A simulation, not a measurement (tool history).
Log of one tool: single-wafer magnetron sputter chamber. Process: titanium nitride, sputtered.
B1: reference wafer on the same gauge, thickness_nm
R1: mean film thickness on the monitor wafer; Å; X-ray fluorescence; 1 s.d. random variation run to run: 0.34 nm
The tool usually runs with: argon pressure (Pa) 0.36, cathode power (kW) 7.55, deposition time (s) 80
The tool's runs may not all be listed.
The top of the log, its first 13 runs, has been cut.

-- hour=167.5 gauge calibrated
run 14 hour=179.7 | argon_pressure_(Pa)=0.36 cathode_power_(kW)=7.55 deposition_time_(s)=80 | B1=94.974 | R1=1060.59
run 15 hour=197.2 | argon_pressure_(Pa)=0.36 cathode_power_(kW)=7.55 deposition_time_(s)=80 | B1=95.052 | R1=1057.05
run 16 hour=209.2 | argon_pressure_(Pa)=0.36 cathode_power_(kW)=9.1 deposition_time_(s)=87.2 | B1=95.04 | R1=1380.58
run 17 hour=221 | argon_pressure_(Pa)=0.397 cathode_power_(kW)=6.3 deposition_time_(s)=80 | B1=95.027 | R1=862.22
-- hour=241.9 sputter target and shields replaced
run 18 hour=242.4 | argon_pressure_(Pa)=0.36 cathode_power_(kW)=7.55 deposition_time_(s)=80 | B1=94.839 | R1=1028.5
run 19 hour=242.7 | argon_pressure_(Pa)=0.498 cathode_power_(kW)=7.55 deposition_time_(s)=80 | B1=94.945 | R1=962.65
run 20 hour=258.5 | argon_pressure_(Pa)=0.23 cathode_power_(kW)=6.2 deposition_time_(s)=74 | B1=94.954 | R1=828.06
-- hour=271.3 magnet pack replaced
run 21 hour=271.8 | argon_pressure_(Pa)=0.36 cathode_power_(kW)=7.55 deposition_time_(s)=80 | B1=95.033 | R1=1020.54
run 22 hour=285 | argon_pressure_(Pa)=0.501 cathode_power_(kW)=7.55 deposition_time_(s)=80 | B1=95 | R1=940.86
run 23 hour=299.9 | argon_pressure_(Pa)=0.502 cathode_power_(kW)=7.55 deposition_time_(s)=80 | B1=94.963 | R1=936.11
run 24 hour=309.6 | argon_pressure_(Pa)=0.36 cathode_power_(kW)=8.3 deposition_time_(s)=80 | B1=94.957 | R1=1101.12
-- hour=325.5 sputter target and shields replaced, repeated, since the last time left the tool worse
run 25 hour=326 | argon_pressure_(Pa)=0.36 cathode_power_(kW)=6.95 deposition_time_(s)=80 | B1=95.028 | R1=1000.72
run 26 hour=327.6 | argon_pressure_(Pa)=0.36 cathode_power_(kW)=7.55 deposition_time_(s)=80 | B1=94.99 | R1=1091.47
run 27 hour=343 | argon_pressure_(Pa)=0.36 cathode_power_(kW)=6.25 deposition_time_(s)=80 | B1=95.095 | R1=901.73
run 28 hour=355.9 | argon_pressure_(Pa)=0.36 cathode_power_(kW)=7.55 deposition_time_(s)=80 | B1=95.063 | R1=1081.81
run 29 hour=365 | argon_pressure_(Pa)=0.36 cathode_power_(kW)=7.55 deposition_time_(s)=80 | B1=95.012 | R1=1070.8
run 30 hour=374.7 | argon_pressure_(Pa)=0.36 cathode_power_(kW)=6.6 deposition_time_(s)=80 | B1=95.028 | R1=938.44
run 31 hour=390.9 | argon_pressure_(Pa)=0.281 cathode_power_(kW)=7.55 deposition_time_(s)=80 | B1=94.975 | R1=1111.27

Each row is a separate what-if for the run after 31, all from the same tool condition, not one after another. Results?
run A hour=391.3 | argon_pressure_(Pa)=0.36 cathode_power_(kW)=7.55 deposition_time_(s)=80 | B1=? | R1=?
run B hour=391.3 | argon_pressure_(Pa)=0.36 cathode_power_(kW)=7.55 deposition_time_(s)=75.1 | B1=? | R1=?
run C hour=391.3 | argon_pressure_(Pa)=0.36 cathode_power_(kW)=8.4 deposition_time_(s)=92.5 | B1=? | R1=?
run D hour=391.3 | argon_pressure_(Pa)=0.252 cathode_power_(kW)=9.25 deposition_time_(s)=75.5 | B1=? | R1=?
run E hour=391.3 | argon_pressure_(Pa)=0.36 cathode_power_(kW)=9 deposition_time_(s)=95.9 | B1=? | R1=?

run=A B1=95.057 R1=1070.23
run=B B1=95.057 R1=1004.68
run=C B1=95.057 R1=1376.78
run=D B1=95.057 R1=1310.23
run=E B1=95.057 R1=1529.34
Stripped of hidden state, with their random variation kept, the same runs would have yielded:
run=A R1=1095.91
run=B R1=1028.78
run=C R1=1409.8
run=D R1=1341.66
run=E R1=1566.02

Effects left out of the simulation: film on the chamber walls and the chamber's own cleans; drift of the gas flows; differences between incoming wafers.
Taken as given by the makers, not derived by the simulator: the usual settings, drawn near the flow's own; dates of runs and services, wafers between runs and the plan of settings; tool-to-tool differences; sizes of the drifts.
